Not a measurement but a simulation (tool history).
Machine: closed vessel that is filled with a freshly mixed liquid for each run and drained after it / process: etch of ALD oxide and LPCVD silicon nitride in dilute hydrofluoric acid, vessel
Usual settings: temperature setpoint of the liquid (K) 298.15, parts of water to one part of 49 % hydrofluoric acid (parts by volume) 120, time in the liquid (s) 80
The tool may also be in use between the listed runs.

run	hour	temperature setpoint of the liquid (K)	parts of water to one part of 49 % hydrofluoric acid (parts by volume)	time in the liquid (s)	wafers since the last listed run	hours since the thermometer was replaced	hours since the hydrofluoric acid flow meter was replaced	hours since the gauge calibration	read-back film thickness of the ALD oxide reference wafer, read on the same gauge (nm)	read-back film thickness of the LPCVD silicon nitride reference wafer, read on the same gauge (nm)	thickness taken off the ALD oxide on a monitor wafer (Å)	thickness taken off the LPCVD silicon nitride on a monitor wafer (Å)
1	0.0	298.15	75	80	0	1434.0	385.7	347.8	150.01	40.000	211.7	6.01
2	71.3	298.15	75	80	4274	1505.3	457.0	419.1	149.99	40.008	207.3	5.55
# hour 114.9: hydrofluoric acid flow meter replaced
3	132.3	298.15	120	80	3597	1566.3	17.4	480.1	150.02	39.986	135.5	3.27
4	197.6	298.15	120	80	3915	1631.6	82.7	545.4	149.99	39.997	133.4	3.63
5	240.1	298.15	120	80	2548	1674.1	125.2	587.9	149.99	39.990	133.9	3.06
6	303.4	298.15	120	80	3795	1737.4	188.5	651.2	150.00	39.999	129.5	3.96
7	337.6	298.15	120	45	2050	1771.6	222.7	685.4	150.01	40.000	72.7	1.99
8	377.1	298.15	120	45	2368	1811.1	262.2	724.9	150.00	39.986	71.5	2.07
9	441.5	298.15	120	45	3861	1875.5	326.6	789.3	150.00	40.012	70.1	1.95
10	475.0	298.15	150	80	2008	1909.0	360.1	822.8	150.01	40.012	96.2	2.50
11	499.9	298.15	150	80	1492	1933.9	385.0	847.7	150.00	40.023	95.9	2.68
12	566.8	298.15	120	80	4010	2000.8	451.9	914.6	149.99	40.008	123.6	3.20
# hour 616.0: thermometer replaced
13	616.7	298.15	150	95	2931	0.7	501.8	964.5	149.99	40.015	121.5	3.94
14	680.9	295.65	170	95	3849	64.9	566.0	1028.7	150.01	40.020	94.5	2.83
# hour 722.9: hydrofluoric acid flow meter replaced
15	752.1	298.15	120	45	4208	136.1	29.2	1099.9	149.99	40.012	82.3	2.46
16	802.8	301.65	145	125	3039	186.8	79.9	1150.6	150.01	40.005	207.2	8.23
# hour 810.4: gauge calibrated
17	856.9	301.65	175	80	3243	240.9	134.0	46.5	150.00	40.007	103.5	3.76
18	956.8	300.15	120	120	5989	340.8	233.9	146.4	149.98	39.979	223.9	6.85
19	986.1	294.15	120	65	1756	370.1	263.2	175.7	150.01	40.022	93.5	2.30
20	1046.9	298.15	120	80	3645	430.9	324.0	236.5	150.01	39.990	136.9	4.25
21	1112.2	300.15	165	125	3915	496.2	389.3	301.8	149.99	40.016	157.4	5.53
22	1173.6	301.15	105	105	3681	557.6	450.7	363.2	150.00	39.999	223.8	6.42
23	1205.2	298.15	120	80	1894	589.2	482.3	394.8	149.99	39.992	131.3	4.05

Pick out some run-to-run changes in thickness taken off the ALD oxide on a monitor wafer (Å). Of each, how much would a tool without hidden state show as well, from the settings, what came in and chance, and how much is left for the hidden state and any gauge scatter not in both results compared?
Unlogged tool condition in this case: liquid colder than its thermometer reads (K); hydrofluoric acid flow below the setpoint (%); gauge reads high (%).
Run 2 -> 3: parts of water to one part of 49 % hydrofluoric acid (parts by volume) 75 -> 120, hydrofluoric acid flow meter replaced. thickness taken off the ALD oxide on a monitor wafer (Å) -71.8: hidden state +29.0, all else -100.8.
Run 12 -> 13: parts of water to one part of 49 % hydrofluoric acid (parts by volume) 120 -> 150, time in the liquid (s) 80 -> 95, thermometer replaced. thickness taken off the ALD oxide on a monitor wafer (Å) -2.1: hidden state +13.1, all else -15.2.
Run 15 -> 16: temperature setpoint of the liquid (K) 298.15 -> 301.65, parts of water to one part of 49 % hydrofluoric acid (parts by volume) 120 -> 145, time in the liquid (s) 45 -> 125. thickness taken off the ALD oxide on a monitor wafer (Å) +124.9: hidden state -5.3, all else +130.2.
Run 18 -> 19: temperature setpoint of the liquid (K) 300.15 -> 294.15, time in the liquid (s) 120 -> 65. thickness taken off the ALD oxide on a monitor wafer (Å) -130.4: hidden state +8.7, all else -139.1.

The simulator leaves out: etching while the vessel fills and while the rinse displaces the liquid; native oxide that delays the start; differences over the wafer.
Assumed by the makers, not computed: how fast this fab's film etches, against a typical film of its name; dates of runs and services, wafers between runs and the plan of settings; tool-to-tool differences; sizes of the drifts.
